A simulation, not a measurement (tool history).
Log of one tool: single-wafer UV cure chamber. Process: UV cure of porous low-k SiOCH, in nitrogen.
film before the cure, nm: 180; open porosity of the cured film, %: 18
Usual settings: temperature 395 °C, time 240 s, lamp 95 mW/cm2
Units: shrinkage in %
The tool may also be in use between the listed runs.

run    hour  temperature  time  lamp  wafers since the last listed run  hours since the UV bulbs were replaced  wafers since the quartz window was cleaned  shrinkage
  1     0.0          395   240    95                                 0                                  1794.8                                        2475     10.643
  2    50.7          395   240    95                               314                                  1845.5                                        2790     10.642
  3    94.0          395   345    95                               268                                  1888.8                                        3059     12.284
  4   119.8          395   345    95                               160                                  1914.6                                        3219     12.711
  5   160.4          395   345    95                               252                                  1955.2                                        3471     12.250
  6   205.5          395   240    95                               279                                  2000.3                                        3751     10.629
  7   234.3          395   340    95                               178                                  2029.1                                        3930     12.176
  8   264.0          395   340    95                               184                                  2058.8                                        4114     12.369
  9   331.2          395   340    95                               417                                  2126.0                                        4531     12.391
 10   389.2          409   240    95                               360                                  2184.0                                        4891     10.871
      410.3  -- quartz window cleaned
 11   426.5          395   240    95                               181                                  2221.3                                         100     10.659
 12   495.2          395   240    95                               426                                  2290.0                                         526     10.801
 13   547.1          395   240    95                               322                                  2341.9                                         849     10.644
      570.4  -- UV bulbs replaced
 14   592.7          395   240    95                               233                                    22.3                                        1082     12.075
 15   627.5          395   195    95                               216                                    57.1                                        1298     11.026
 16   660.2          406   240    95                               202                                    89.8                                        1501     12.196
 17   727.1          406   240    95                               415                                   156.7                                        1916     12.174
 18   798.0          395   240    95                               440                                   227.6                                        2356     11.897
 19   937.2          382   340   125                               864                                   366.8                                        3221     14.092
 20   964.4          395   130    95                               168                                   394.0                                        3389      8.872
 21  1017.7          395   160    55                               330                                   447.3                                        3720      7.186
 22  1087.4          403   240    95                               432                                   517.0                                        4153     11.533
 23  1111.4          395   240    95                               148                                   541.0                                        4302     11.126
     1146.6  -- quartz window cleaned
 24  1173.8          389   240    95                               337                                   603.4                                         168     11.185
 25  1238.2          395   240    95                               399                                   667.8                                         568     11.083
 26  1301.6          395   100    95                               393                                   731.2                                         962      7.205
 27  1349.4          395   240    95                               296                                   779.0                                        1258     10.704
 28  1408.2          395   240    95                               365                                   837.8                                        1623     11.035
 29  1433.6          403   240    95                               157                                   863.2                                        1781     11.257
 30  1458.2          395   240    61                               152                                   887.8                                        1934      8.799
 31  1505.2          395   180    95                               291                                   934.8                                        2226      9.755
 32  1529.8          415   240    95                               152                                   959.4                                        2378     11.342
 33  1564.0          395   240   125                               212                                   993.6                                        2591     11.929
 34  1602.3          395   240   118                               237                                  1031.9                                        2828     11.862
 35  1646.8          379   310   124                               276                                  1076.4                                        3105     12.939

Hidden state or all else? Some run-to-run changes of shrinkage, split into what the settings, what came in and random variation would give without the hidden state, and what is left for the hidden state (with any gauge scatter that isn't in both results):
The hidden state here: lamp output below its setpoint, %; transmission lost against a clean window, %.
Run 13 -> 14: UV bulbs replaced. shrinkage +1.431 %: hidden state +1.749, all else -0.318.
Run 18 -> 19: temperature 395 -> 382, time 240 -> 340, lamp 95 -> 125. shrinkage +2.195 %: hidden state -0.281, all else +2.476.
Run 19 -> 20: temperature 382 -> 395, time 340 -> 130, lamp 125 -> 95. shrinkage -5.220 %: hidden state +0.059, all else -5.279.
Run 21 -> 22: temperature 395 -> 403, time 160 -> 240, lamp 55 -> 95. shrinkage +4.347 %: hidden state -0.264, all else +4.611.
Run 25 -> 26: time 240 -> 100. shrinkage -3.878 %: hidden state +0.085, all else -3.963.
